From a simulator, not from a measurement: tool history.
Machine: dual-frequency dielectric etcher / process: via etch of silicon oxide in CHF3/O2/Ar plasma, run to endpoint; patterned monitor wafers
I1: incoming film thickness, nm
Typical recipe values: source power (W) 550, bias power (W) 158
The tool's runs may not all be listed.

run 1 hour=0 | source_power_(W)=470 bias_power_(W)=138 | I1=435.7 | endpoint_time_(s)=272.9
run 2 hour=75.4 | source_power_(W)=470 bias_power_(W)=138 | I1=440 | endpoint_time_(s)=275.8
-- hour=172.4 wet clean of the chamber
run 3 hour=172.9 | source_power_(W)=470 bias_power_(W)=138 | I1=439.9 | endpoint_time_(s)=274.3
run 4 hour=238.1 | source_power_(W)=550 bias_power_(W)=158 | I1=433.9 | endpoint_time_(s)=238.9
run 5 hour=304.5 | source_power_(W)=550 bias_power_(W)=158 | I1=436.2 | endpoint_time_(s)=240.4
run 6 hour=403.4 | source_power_(W)=470 bias_power_(W)=158 | I1=438.5 | endpoint_time_(s)=256
run 7 hour=478.4 | source_power_(W)=470 bias_power_(W)=158 | I1=437.9 | endpoint_time_(s)=255.3
run 8 hour=517 | source_power_(W)=470 bias_power_(W)=158 | I1=437.7 | endpoint_time_(s)=254.9
run 9 hour=582.5 | source_power_(W)=550 bias_power_(W)=158 | I1=442.3 | endpoint_time_(s)=243.3
-- hour=702.6 wet clean of the chamber
-- hour=733 upper electrode replaced
run 10 hour=821.8 | source_power_(W)=550 bias_power_(W)=158 | I1=440 | endpoint_time_(s)=242.7
run 11 hour=888.6 | source_power_(W)=550 bias_power_(W)=158 | I1=438.8 | endpoint_time_(s)=242.2
run 12 hour=940 | source_power_(W)=550 bias_power_(W)=158 | I1=438.2 | endpoint_time_(s)=240.8
run 13 hour=982.3 | source_power_(W)=550 bias_power_(W)=158 | I1=437.6 | endpoint_time_(s)=241.9
run 14 hour=1047.5 | source_power_(W)=550 bias_power_(W)=158 | I1=436.2 | endpoint_time_(s)=240.1
run 15 hour=1142.9 | source_power_(W)=550 bias_power_(W)=145 | I1=436.2 | endpoint_time_(s)=251
run 16 hour=1230.3 | source_power_(W)=440 bias_power_(W)=133 | I1=437.9 | endpoint_time_(s)=287.1
-- hour=1285 bias power generator calibrated
-- hour=1301.7 wet clean of the chamber
run 17 hour=1314.8 | source_power_(W)=600 bias_power_(W)=191 | I1=442 | endpoint_time_(s)=209.7
run 18 hour=1375.5 | source_power_(W)=600 bias_power_(W)=172 | I1=436.6 | endpoint_time_(s)=218.9
run 19 hour=1429.1 | source_power_(W)=550 bias_power_(W)=145 | I1=438.4 | endpoint_time_(s)=247.4
run 20 hour=1474 | source_power_(W)=550 bias_power_(W)=158 | I1=441.1 | endpoint_time_(s)=236.3

Run 21, settings as shown, results not yet in. Your forecast:
run 21 hour=1544.9 | source_power_(W)=550 bias_power_(W)=124 | I1=436.3 | endpoint_time_(s)=?

{"run 21": {"endpoint time (s)": 267.9}}
Without the tool's hidden state the same run would have given endpoint time (s) 272.
